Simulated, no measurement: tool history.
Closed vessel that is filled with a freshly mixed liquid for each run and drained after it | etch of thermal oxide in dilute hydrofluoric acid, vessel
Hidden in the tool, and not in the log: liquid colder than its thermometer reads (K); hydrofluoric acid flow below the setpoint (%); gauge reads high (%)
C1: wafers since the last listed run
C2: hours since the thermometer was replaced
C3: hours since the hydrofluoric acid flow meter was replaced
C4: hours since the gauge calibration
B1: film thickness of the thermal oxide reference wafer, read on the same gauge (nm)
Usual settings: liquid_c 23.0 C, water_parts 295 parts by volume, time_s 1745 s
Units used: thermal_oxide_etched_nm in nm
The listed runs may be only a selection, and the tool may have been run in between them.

run 1 hour=0.0 | liquid_c=21.5 water_parts=295 time_s=1745 | C1=0 C2=1376.7 C3=1401.0 C4=375.9 | B1=129.96 | thermal_oxide_etched_nm=19.50
run 2 hour=103.7 | liquid_c=23.0 water_parts=295 time_s=2270 | C1=5634 C2=1480.4 C3=1504.7 C4=479.6 | B1=130.02 | thermal_oxide_etched_nm=26.87
run 3 hour=129.0 | liquid_c=25.5 water_parts=295 time_s=1745 | C1=1374 C2=1505.7 C3=1530.0 C4=504.9 | B1=130.00 | thermal_oxide_etched_nm=22.25
run 4 hour=148.5 | liquid_c=25.5 water_parts=295 time_s=1745 | C1=1059 C2=1525.2 C3=1549.5 C4=524.4 | B1=129.95 | thermal_oxide_etched_nm=22.49
run 5 hour=166.4 | liquid_c=25.5 water_parts=295 time_s=1745 | C1=972 C2=1543.1 C3=1567.4 C4=542.3 | B1=129.99 | thermal_oxide_etched_nm=22.41
run 6 hour=183.7 | liquid_c=23.0 water_parts=295 time_s=2220 | C1=940 C2=1560.4 C3=1584.7 C4=559.6 | B1=129.99 | thermal_oxide_etched_nm=26.10
-- hour=249.6 hydrofluoric acid flow meter replaced
run 7 hour=254.0 | liquid_c=23.0 water_parts=295 time_s=1745 | C1=3765 C2=1630.7 C3=4.4 C4=629.9 | B1=129.98 | thermal_oxide_etched_nm=22.08
run 8 hour=283.7 | liquid_c=23.0 water_parts=295 time_s=1745 | C1=1613 C2=1660.4 C3=34.1 C4=659.6 | B1=130.00 | thermal_oxide_etched_nm=21.78
run 9 hour=381.2 | liquid_c=23.0 water_parts=295 time_s=1745 | C1=5297 C2=1757.9 C3=131.6 C4=757.1 | B1=129.99 | thermal_oxide_etched_nm=21.62
run 10 hour=405.4 | liquid_c=21.0 water_parts=235 time_s=1745 | C1=1314 C2=1782.1 C3=155.8 C4=781.3 | B1=130.01 | thermal_oxide_etched_nm=26.92
run 11 hour=440.2 | liquid_c=23.0 water_parts=295 time_s=1745 | C1=1890 C2=1816.9 C3=190.6 C4=816.1 | B1=130.02 | thermal_oxide_etched_nm=21.64
run 12 hour=462.0 | liquid_c=23.0 water_parts=420 time_s=1745 | C1=1184 C2=1838.7 C3=212.4 C4=837.9 | B1=129.99 | thermal_oxide_etched_nm=13.66
-- hour=475.5 gauge calibrated
run 13 hour=488.9 | liquid_c=25.5 water_parts=295 time_s=1200 | C1=1461 C2=1865.6 C3=239.3 C4=13.4 | B1=129.99 | thermal_oxide_etched_nm=16.30
run 14 hour=517.8 | liquid_c=23.0 water_parts=175 time_s=2510 | C1=1570 C2=1894.5 C3=268.2 C4=42.3 | B1=130.00 | thermal_oxide_etched_nm=58.11
run 15 hour=540.7 | liquid_c=24.5 water_parts=430 time_s=1745 | C1=1244 C2=1917.4 C3=291.1 C4=65.2 | B1=130.01 | thermal_oxide_etched_nm=13.80
run 16 hour=574.2 | liquid_c=23.0 water_parts=295 time_s=1745 | C1=1820 C2=1950.9 C3=324.6 C4=98.7 | B1=130.02 | thermal_oxide_etched_nm=21.21
-- hour=577.1 thermometer replaced
run 17 hour=608.2 | liquid_c=20.5 water_parts=335 time_s=1745 | C1=1793 C2=31.1 C3=358.6 C4=132.7 | B1=129.99 | thermal_oxide_etched_nm=17.93
run 18 hour=640.2 | liquid_c=23.0 water_parts=295 time_s=1745 | C1=1738 C2=63.1 C3=390.6 C4=164.7 | B1=130.01 | thermal_oxide_etched_nm=22.79
run 19 hour=664.6 | liquid_c=23.0 water_parts=295 time_s=1745 | C1=1325 C2=87.5 C3=415.0 C4=189.1 | B1=130.01 | thermal_oxide_etched_nm=23.06
run 20 hour=678.3 | liquid_c=27.5 water_parts=210 time_s=1745 | C1=744 C2=101.2 C3=428.7 C4=202.8 | B1=130.00 | thermal_oxide_etched_nm=41.44
run 21 hour=693.6 | liquid_c=27.5 water_parts=350 time_s=1745 | C1=831 C2=116.5 C3=444.0 C4=218.1 | B1=129.96 | thermal_oxide_etched_nm=21.22
run 22 hour=723.0 | liquid_c=23.0 water_parts=295 time_s=780 | C1=1597 C2=145.9 C3=473.4 C4=247.5 | B1=129.99 | thermal_oxide_etched_nm=10.17
run 23 hour=738.4 | liquid_c=26.0 water_parts=355 time_s=1460 | C1=836 C2=161.3 C3=488.8 C4=262.9 | B1=130.01 | thermal_oxide_etched_nm=16.61

Predict each of these 4 candidate next runs independently; none follows another, all start after run 23:
run A hour=739.5 | liquid_c=23.0 water_parts=425 time_s=1745 | C1=59 C2=162.4 C3=489.9 C4=264.0 | B1=? | thermal_oxide_etched_nm=?
run B hour=739.5 | liquid_c=23.0 water_parts=245 time_s=1745 | C1=59 C2=162.4 C3=489.9 C4=264.0 | B1=? | thermal_oxide_etched_nm=?
run C hour=739.5 | liquid_c=18.5 water_parts=295 time_s=2125 | C1=59 C2=162.4 C3=489.9 C4=264.0 | B1=? | thermal_oxide_etched_nm=?
run D hour=739.5 | liquid_c=24.5 water_parts=235 time_s=1745 | C1=59 C2=162.4 C3=489.9 C4=264.0 | B1=? | thermal_oxide_etched_nm=?

run=A B1=129.99 thermal_oxide_etched_nm=13.98
run=B B1=129.99 thermal_oxide_etched_nm=28.68
run=C B1=129.99 thermal_oxide_etched_nm=23.45
run=D B1=129.99 thermal_oxide_etched_nm=31.89
Without the tool's unlogged condition, the same runs would have read:
run=A thermal_oxide_etched_nm=14.40
run=B thermal_oxide_etched_nm=29.52
run=C thermal_oxide_etched_nm=24.15
run=D thermal_oxide_etched_nm=32.83

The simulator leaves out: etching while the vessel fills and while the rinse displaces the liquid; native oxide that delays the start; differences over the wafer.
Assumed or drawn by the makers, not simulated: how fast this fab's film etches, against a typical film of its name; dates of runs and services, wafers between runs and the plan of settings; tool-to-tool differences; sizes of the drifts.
